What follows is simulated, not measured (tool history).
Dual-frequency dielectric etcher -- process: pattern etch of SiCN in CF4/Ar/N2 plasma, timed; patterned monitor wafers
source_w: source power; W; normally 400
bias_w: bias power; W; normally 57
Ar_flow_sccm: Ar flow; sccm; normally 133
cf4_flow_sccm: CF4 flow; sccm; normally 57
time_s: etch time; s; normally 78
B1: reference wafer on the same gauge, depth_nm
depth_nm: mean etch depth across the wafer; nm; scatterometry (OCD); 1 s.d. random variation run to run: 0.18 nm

Run 1, hour 0: usual settings but source_w 340 W, time_s 66 s; B1 57.8. Result: depth_nm 35.8 nm.
Run 2, hour 18.7: usual settings but source_w 340 W, time_s 66 s; B1 57.8. Result: depth_nm 35.6 nm.
Run 3, hour 36.1: usual settings but bias_w 63 W; B1 57.8. Result: depth_nm 51.6 nm.
Run 4, hour 48.9: usual settings but bias_w 63 W; B1 57.8. Result: depth_nm 51.6 nm.
Run 5, hour 148: usual settings; B1 57.7. Result: depth_nm 49.7 nm.
At hour 172.7: upper electrode replaced.
Run 6, hour 178.2: usual settings but bias_w 68 W, time_s 83 s; B1 57.8. Result: depth_nm 56.1 nm.
Run 7, hour 190.8: usual settings but bias_w 68 W, time_s 83 s; B1 57.8. Result: depth_nm 56.5 nm.
At hour 201.2: CF4 flow controller replaced.
Run 8, hour 208.3: usual settings but bias_w 68 W, time_s 83 s; B1 57.8. Result: depth_nm 56.2 nm.
At hour 225.9: bias power generator calibrated.
At hour 236.4: gauge calibrated.
At hour 243: source power generator calibrated.
Run 9, hour 243.5: usual settings; B1 57.8. Result: depth_nm 50 nm.
At hour 270.1: Ar flow controller replaced.
At hour 278.9: wet clean of the chamber.
Run 10, hour 279.4: usual settings; B1 57.8. Result: depth_nm 50.2 nm.
Run 11, hour 307.6: usual settings; B1 57.8. Result: depth_nm 50 nm.
Run 12, hour 322.5: usual settings but bias_w 52 W, Ar_flow_sccm 159 sccm, cf4_flow_sccm 68 sccm, time_s 94.5 s; B1 57.7. Result: depth_nm 59.4 nm.
Run 13, hour 352.7: usual settings; B1 57.8. Result: depth_nm 50.1 nm.
Run 14, hour 381.7: usual settings; B1 57.8. Result: depth_nm 49.8 nm.
Run 15, hour 394.4: usual settings; B1 57.8. Result: depth_nm 50.3 nm.
Run 16, hour 415.5: usual settings but bias_w 52 W, Ar_flow_sccm 159 sccm, cf4_flow_sccm 68 sccm, time_s 94.5 s; B1 57.7. Result: depth_nm 59.2 nm.
Run 17, hour 437.5: usual settings but source_w 320 W, bias_w 62 W, time_s 68.5 s; B1 57.9. Result: depth_nm 35.5 nm.
Run 18, hour 469.4: usual settings but bias_w 51 W, Ar_flow_sccm 143 sccm, cf4_flow_sccm 67 sccm, time_s 100.5 s; B1 57.8. Result: depth_nm 63.5 nm.
Run 19, hour 482.1: usual settings but source_w 310 W, bias_w 67 W, cf4_flow_sccm 63 sccm, time_s 60.5 s; B1 57.9. Result: depth_nm 31.1 nm.
Run 20, hour 495.6: usual settings but bias_w 45 W, Ar_flow_sccm 142 sccm; B1 57.8. Result: depth_nm 46.8 nm.
Run 21, hour 513.7: usual settings but Ar_flow_sccm 156 sccm; B1 57.8. Result: depth_nm 49.3 nm.
Run 22, hour 527.7: usual settings but source_w 480 W, bias_w 46 W, cf4_flow_sccm 49 sccm; B1 57.8. Result: depth_nm 56 nm.

Branching from run 22: 3 alternative next runs. What would each branch give?
Run A, hour 528.1: usual settings; B1 ?. Result: depth_nm ?.
Run B, hour 528.1: usual settings but bias_w 48 W, Ar_flow_sccm 156 sccm, cf4_flow_sccm 45 sccm, time_s 86 s; B1 ?. Result: depth_nm ?.
Run C, hour 528.1: usual settings but bias_w 47 W; B1 ?. Result: depth_nm ?.

run    B1  depth_nm
  A  57.8      50.4
  B  57.8      50.5
  C  57.8      47.8
Had the tool no hidden state, the same runs would have come out as:
run  depth_nm
  A      50.4
  B      50.5
  C      47.8
